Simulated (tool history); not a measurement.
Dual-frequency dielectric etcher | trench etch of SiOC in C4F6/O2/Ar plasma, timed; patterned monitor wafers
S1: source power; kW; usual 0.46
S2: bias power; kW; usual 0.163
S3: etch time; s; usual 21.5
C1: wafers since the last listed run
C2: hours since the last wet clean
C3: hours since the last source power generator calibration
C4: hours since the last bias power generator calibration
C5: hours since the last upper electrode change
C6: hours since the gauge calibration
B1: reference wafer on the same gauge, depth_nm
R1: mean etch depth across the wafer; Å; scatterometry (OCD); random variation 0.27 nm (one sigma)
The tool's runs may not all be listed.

run,hour,S1,S2,S3,C1,C2,C3,C4,C5,C6,B1,R1
1,0,0.46,0.135,26.5,0,16.8,2047.7,2100.4,2806.9,638.4,50.01,588.7
# hour 30.9: gauge calibrated
2,31.6,0.46,0.163,21.5,606,48.4,2079.3,2132,2838.5,0.7,49.93,498.1
3,91.7,0.49,0.163,21.5,1152,108.5,2139.4,2192.1,2898.6,60.8,50.07,508.1
4,157.2,0.49,0.163,21.5,1256,174,2204.9,2257.6,2964.1,126.3,49.94,503.3
5,200,0.46,0.163,24,820,216.8,2247.7,2300.4,3006.9,169.1,49.92,543.8
6,251.6,0.46,0.163,24,989,268.4,2299.3,2352,3058.5,220.7,50.13,550.1
7,282.1,0.46,0.163,24,585,298.9,2329.8,2382.5,3089,251.2,50.09,546.9
8,318.2,0.46,0.146,25.5,692,335,2365.9,2418.6,3125.1,287.3,49.99,557.7
9,369.9,0.46,0.146,25.5,991,386.7,2417.6,2470.3,3176.8,339,49.95,554.6
10,415.4,0.42,0.148,21.5,872,432.2,2463.1,2515.8,3222.3,384.5,49.96,454.5
# hour 438: bias power generator calibrated
# hour 465.3: wet clean of the chamber
11,533.3,0.42,0.148,21.5,1724,68,2581,95.3,3340.2,502.4,50.12,472.8
12,591.2,0.51,0.143,21.5,1110,125.9,2638.9,153.2,3398.1,560.3,50.01,488.8
13,652.4,0.46,0.146,25.5,1173,187.1,2700.1,214.4,3459.3,621.5,50.05,567.2
# hour 683.6: upper electrode replaced
14,685.3,0.43,0.179,18.5,170,220,2733,247.3,1.7,654.4,50.02,432.2
# hour 689.5: gauge calibrated
15,724.5,0.41,0.163,21.5,751,259.2,2772.2,286.5,40.9,35,49.95,479
# hour 752.6: source power generator calibrated
16,793.4,0.46,0.163,21.5,1244,328.1,40.8,355.4,109.8,103.9,50.01,486.8
17,840.9,0.39,0.139,25.5,911,375.6,88.3,402.9,157.3,151.4,49.93,529.6
# hour 904.1: wet clean of the chamber
18,928.2,0.41,0.163,21.5,1214,24.1,175.6,490.2,244.6,238.7,49.94,504.2
19,976.2,0.57,0.193,21.5,920,72.1,223.6,538.2,292.6,286.7,50.12,572
20,1007.4,0.5,0.134,17,598,103.3,254.8,569.4,323.8,317.9,50.01,387.4
21,1051.1,0.36,0.151,17.5,838,147,298.5,613.1,367.5,361.6,50,382.3
22,1078.6,0.49,0.163,21.5,527,174.5,326,640.6,395,389.1,49.99,518.9
23,1127.8,0.42,0.163,21.5,943,223.7,375.2,689.8,444.2,438.3,49.9,489.2
24,1165.6,0.46,0.163,21.5,725,261.5,413,727.6,482,476.1,50,503.1
25,1210.9,0.49,0.126,16.5,868,306.8,458.3,772.9,527.3,521.4,49.96,356

Forecast each of these 5 alternatives for the next run:
A,1211.3,0.46,0.128,21.5,7,307.2,458.7,773.3,527.7,521.8,?,?
B,1211.3,0.35,0.142,23.5,7,307.2,458.7,773.3,527.7,521.8,?,?
C,1211.3,0.46,0.201,25.5,7,307.2,458.7,773.3,527.7,521.8,?,?
D,1211.3,0.41,0.143,25.5,7,307.2,458.7,773.3,527.7,521.8,?,?
E,1211.3,0.46,0.186,21.5,7,307.2,458.7,773.3,527.7,521.8,?,?

run,B1,R1
A,50.02,463.8
B,50.02,491.1
C,50.02,637.8
D,50.02,554
E,50.02,523.8
Without the tool's hidden state the same runs would have given:
run,R1
A,471.6
B,499.4
C,648.5
D,563.3
E,532.6
